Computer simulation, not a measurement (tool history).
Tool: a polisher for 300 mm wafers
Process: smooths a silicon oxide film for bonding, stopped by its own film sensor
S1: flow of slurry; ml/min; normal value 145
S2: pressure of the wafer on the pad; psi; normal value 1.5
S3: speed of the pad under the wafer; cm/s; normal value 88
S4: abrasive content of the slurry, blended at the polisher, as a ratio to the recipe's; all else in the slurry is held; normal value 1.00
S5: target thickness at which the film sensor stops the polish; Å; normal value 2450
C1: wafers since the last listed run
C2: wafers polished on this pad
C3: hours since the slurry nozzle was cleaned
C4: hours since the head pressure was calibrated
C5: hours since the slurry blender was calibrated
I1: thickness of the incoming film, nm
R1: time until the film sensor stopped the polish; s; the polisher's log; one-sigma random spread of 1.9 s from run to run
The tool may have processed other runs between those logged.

run	hour	S1	S2	S3	S4	S5	C1	C2	C3	C4	C5	I1	R1
1	0.0	145	1.5	88	1.00	2350	0	1445	281.7	723.5	25.6	307.5	154.0
# hour 1.9: worn pad replaced by a new one
2	28.9	145	1.5	88	1.00	2350	282	282	310.6	752.4	54.5	308.4	157.1
3	41.1	145	1.5	88	1.00	2350	127	410	322.8	764.6	66.7	309.6	157.0
4	63.3	185	1.5	88	1.00	2450	232	642	345.0	786.8	88.9	313.6	139.7
5	75.8	145	1.5	88	1.10	2450	130	773	357.5	799.3	101.4	311.2	137.3
6	109.2	145	1.5	88	1.10	2450	349	1122	390.9	832.7	134.8	306.8	129.8
7	133.2	145	1.5	88	1.00	2450	250	1373	414.9	856.7	158.8	311.0	137.7
8	148.4	145	1.5	88	1.00	2450	158	1532	430.1	871.9	174.0	310.0	141.5
# hour 159.6: worn pad replaced by a new one
9	166.6	145	1.5	88	1.00	2450	148	72	448.3	890.1	192.2	313.1	150.3
10	190.3	145	1.5	88	1.00	2450	247	320	472.0	913.8	215.9	307.7	134.9
11	202.9	145	1.5	64	1.00	2570	131	452	484.6	926.4	228.5	311.9	154.9
# hour 218.3: head pressure recalibrated
12	218.8	145	1.5	88	1.20	2370	145	597	500.5	0.5	244.4	311.8	139.2
13	232.4	130	1.5	106	0.85	2290	142	739	514.1	14.1	258.0	305.9	147.1
14	265.7	95	1.5	88	1.00	2450	348	1088	547.4	47.4	291.3	315.2	167.1
15	297.5	145	1.2	64	1.30	2340	332	1420	579.2	79.2	323.1	306.4	214.0
# hour 313.6: worn pad replaced by a new one
16	325.7	145	1.5	88	1.00	2450	253	126	607.4	107.4	351.3	307.7	135.3
# hour 338.4: slurry blender recalibrated
17	417.3	145	1.5	88	1.20	2380	936	1063	699.0	199.0	78.9	309.3	156.8
18	452.9	115	1.5	88	0.85	2310	372	1435	734.6	234.6	114.5	312.9	232.6
# hour 459.9: slurry nozzle cleaned
# hour 461.4: worn pad replaced by a new one
19	485.8	145	1.7	88	0.80	2450	317	255	25.9	267.5	147.4	306.4	124.7
20	584.7	145	1.7	88	1.00	2450	1034	1289	124.8	366.4	246.3	306.8	113.1
# hour 597.7: worn pad replaced by a new one
21	599.3	165	1.5	96	1.00	2450	110	16	139.4	381.0	260.9	312.9	124.1
22	615.6	145	1.5	88	1.00	2450	170	186	155.7	397.3	277.2	312.1	136.6
# hour 624.1: slurry blender recalibrated
23	636.8	170	1.5	88	1.00	2450	200	387	176.9	418.5	12.7	304.1	118.4
24	659.4	145	1.5	88	1.00	2450	236	624	199.5	441.1	35.3	310.2	137.2
25	692.2	145	1.5	88	1.00	2450	343	967	232.3	473.9	68.1	313.1	141.5

Forecast each of these 4 alternatives for the next run:
A	692.7	145	1.5	88	1.00	2450	5	972	232.8	474.4	68.6	314.3	?
B	692.7	145	1.9	88	1.00	2450	5	972	232.8	474.4	68.6	314.3	?
C	692.7	105	1.5	78	0.75	2250	5	972	232.8	474.4	68.6	314.3	?
D	692.7	145	1.5	88	0.85	2450	5	972	232.8	474.4	68.6	314.3	?

run	R1
A	147.4
B	120.8
C	258.4
D	158.2
Take away the tool's hidden state, keep each run's random variation, and the runs would have read:
run	R1
A	132.0
B	108.1
C	230.1
D	141.7
